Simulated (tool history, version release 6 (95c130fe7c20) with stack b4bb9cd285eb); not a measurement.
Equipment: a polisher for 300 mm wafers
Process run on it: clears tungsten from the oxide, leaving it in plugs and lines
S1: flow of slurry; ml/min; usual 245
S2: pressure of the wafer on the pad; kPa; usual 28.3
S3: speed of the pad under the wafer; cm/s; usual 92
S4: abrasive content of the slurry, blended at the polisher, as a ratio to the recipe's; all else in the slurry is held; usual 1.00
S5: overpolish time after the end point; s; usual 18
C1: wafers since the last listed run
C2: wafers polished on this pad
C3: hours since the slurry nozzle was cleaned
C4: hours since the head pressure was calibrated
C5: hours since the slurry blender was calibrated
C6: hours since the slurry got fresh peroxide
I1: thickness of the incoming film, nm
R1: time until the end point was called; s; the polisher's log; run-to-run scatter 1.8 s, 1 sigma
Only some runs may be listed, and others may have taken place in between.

run   hour   S1    S2   S3    S4  S5   C1    C2     C3      C4     C5     C6     I1     R1
  1    0.0  245  28.3   92  1.00  18    0   730  610.1   798.0   15.6  128.6  468.1   97.9
      11.6  -- slurry tank refilled with fresh slurry and peroxide
  2   16.0  245  28.3   92  1.00  18  151   881  626.1   814.0   31.6    4.4  471.9  102.3
  3   49.7  245  28.3   92  1.00  26  340  1222  659.8   847.7   65.3   38.1  471.6  104.8
  4   63.1  245  28.3   92  1.00  26  135  1357  673.2   861.1   78.7   51.5  472.2  106.7
      67.6  -- worn pad replaced by a new one
  5   85.0  245  28.3   92  1.00  18  180   175  695.1   883.0  100.6   73.4  467.9   95.8
  6  112.0  245  28.3   92  1.00  18  272   448  722.1   910.0  127.6  100.4  469.6   99.0
  7  128.2  245  28.3   92  1.00  18  163   611  738.3   926.2  143.8  116.6  468.2  105.0
  8  142.1  245  28.3   92  1.00  18  140   752  752.2   940.1  157.7  130.5  474.8  108.6
     166.4  -- slurry tank refilled with fresh slurry and peroxide
  9  167.7  245  28.3   92  1.20  18  248  1000  777.8   965.7  183.3    1.3  470.1  107.3
     186.5  -- slurry blender recalibrated
     200.0  -- worn pad replaced by a new one
 10  203.5  245  28.3   92  1.20  18  300    35  813.6  1001.5   17.0   37.1  466.4   84.8
 11  236.3  175  28.3   92  1.00  18  331   366  846.4  1034.3   49.8   69.9  469.2   99.3
 12  271.8  280  22.8   92  1.00   8  358   724  881.9  1069.8   85.3  105.4  463.3  121.1
 13  288.5  195  28.3   92  1.00  22  168   893  898.6  1086.5  102.0  122.1  468.6  101.1
 14  316.2  245  28.3   92  1.00  18  279  1172  926.3  1114.2  129.7  149.8  477.5  107.5
     322.1  -- slurry tank refilled with fresh slurry and peroxide
     341.5  -- slurry nozzle cleaned
 15  347.8  325  28.3  122  1.00   8  298  1471    6.3  1145.8  161.3   25.7  462.3   81.2
     356.1  -- worn pad replaced by a new one
 16  383.1  180  28.3   92  1.00  26  316   272   41.6  1181.1  196.6   61.0  471.2  112.5
     406.6  -- slurry blender recalibrated
 17  417.5  245  28.3   92  1.00  18  327   599   76.0  1215.5   10.9   95.4  475.0  101.0
 18  429.9  180  28.3   72  1.10  11  125   724   88.4  1227.9   23.3  107.8  479.1  126.6
     450.4  -- head pressure recalibrated
 19  464.6  285  25.5  120  0.80  18  330  1054  123.1    14.2   58.0  142.5  467.9   90.9
 20  478.8  245  28.3   92  1.00  18  143  1198  137.3    28.4   72.2  156.7  475.3  105.9
     483.6  -- slurry tank refilled with fresh slurry and peroxide
     485.5  -- worn pad replaced by a new one
 21  501.7  300  28.3  118  0.85   9  202   163  160.2    51.3   95.1   18.1  466.6   76.5
 22  531.8  325  28.3  122  1.00   8  303   467  190.3    81.4  125.2   48.2  477.7   74.5
 23  565.0  245  20.7  106  1.20  15  335   802  223.5   114.6  158.4   81.4  469.7  115.7
 24  595.4  245  28.3   92  1.00  18  306  1109  253.9   145.0  188.8  111.8  471.9  115.4
 25  615.1  220  31.7   66  1.00  18  198  1308  273.6   164.7  208.5  131.5  473.1  153.4

Alternative continuations, all from the tool just after run 25; predict every row:
  A  615.6  245  28.3   92  1.00  18   5  1313  274.1  165.2  209.0  132.0  467.6   ?
  B  615.6  195  33.1  118  1.00  18   5  1313  274.1  165.2  209.0  132.0  467.6   ?
  C  615.6  245  28.3   92  1.00  15   5  1313  274.1  165.2  209.0  132.0  467.6   ?
  D  615.6  245  28.3   64  1.00  21   5  1313  274.1  165.2  209.0  132.0  467.6   ?
  E  615.6  245  28.3   92  0.90  18   5  1313  274.1  165.2  209.0  132.0  467.6   ?

run     R1
  A  121.4
  B   83.2
  C  121.4
  D  174.5
  E  125.1
The same runs, with their run-to-run variation unchanged, on a tool lacking any hidden condition would have given:
run     R1
  A   90.0
  B   61.6
  C   90.0
  D  129.3
  E   93.0

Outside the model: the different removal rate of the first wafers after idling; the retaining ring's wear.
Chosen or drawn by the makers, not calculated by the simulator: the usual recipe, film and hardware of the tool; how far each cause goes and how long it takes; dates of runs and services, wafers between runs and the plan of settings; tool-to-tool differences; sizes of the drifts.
